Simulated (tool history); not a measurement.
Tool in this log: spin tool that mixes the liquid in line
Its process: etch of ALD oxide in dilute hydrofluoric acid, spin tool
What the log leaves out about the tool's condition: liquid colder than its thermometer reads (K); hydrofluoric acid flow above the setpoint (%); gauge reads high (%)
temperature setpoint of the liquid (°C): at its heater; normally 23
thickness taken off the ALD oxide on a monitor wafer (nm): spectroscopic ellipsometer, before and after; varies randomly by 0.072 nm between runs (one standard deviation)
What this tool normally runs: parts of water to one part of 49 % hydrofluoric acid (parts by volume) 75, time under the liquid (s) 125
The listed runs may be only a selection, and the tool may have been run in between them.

run,hour,temperature setpoint of the liquid (°C),parts of water to one part of 49 % hydrofluoric acid (parts by volume),time under the liquid (s),wafers since the last listed run,hours since the thermometer was replaced,hours since the hydrofluoric acid flow meter was replaced,hours since the gauge calibration,"read-back film thickness of the ALD oxide reference wafer, read on the same gauge (nm)",thickness taken off the ALD oxide on a monitor wafer (nm)
1,0,23,75,125,0,600.5,584.7,731.7,109.96,17.07
2,87.3,23,75,125,817,687.8,672,819,109.98,16.99
# hour 123.6: thermometer replaced
3,230.5,23,75,125,1331,106.9,815.2,962.2,110.01,17.51
4,296.3,23,75,125,616,172.7,881,1028,110.01,17.38
5,371.9,23,75,125,707,248.3,956.6,1103.6,110,17.43
6,432.1,21,75,145,563,308.5,1016.8,1163.8,110,18.47
7,519,21,75,145,813,395.4,1103.7,1250.7,109.99,18.44
# hour 573: gauge calibrated
8,589.5,19.5,50,125,660,465.9,1174.2,16.5,110.02,22.95
9,667.8,23,75,125,733,544.2,1252.5,94.8,110.02,17.14
# hour 753.3: hydrofluoric acid flow meter replaced
10,768,24.5,75,125,928,644.4,14.7,195,110,18.01
# hour 797.9: thermometer replaced
11,854.1,21.5,75,165,796,56.2,100.8,281.1,110,21.82
12,912.2,23,75,125,544,114.3,158.9,339.2,109.98,17.52
13,992.7,20,75,125,753,194.8,239.4,419.7,109.99,15.37
14,1085.2,19,65,125,866,287.3,331.9,512.2,109.99,17.16
15,1164,23,110,125,737,366.1,410.7,591,110,11.3

For run 16, what comes out?
16,1214.2,20,55,125,470,416.3,460.9,641.2,?,?

Logged for run 16: read-back film thickness of the ALD oxide reference wafer, read on the same gauge (nm) 110.01, thickness taken off the ALD oxide on a monitor wafer (nm) 21.22.
With no hidden state in the tool, this same run would have given thickness taken off the ALD oxide on a monitor wafer (nm) 21.74.
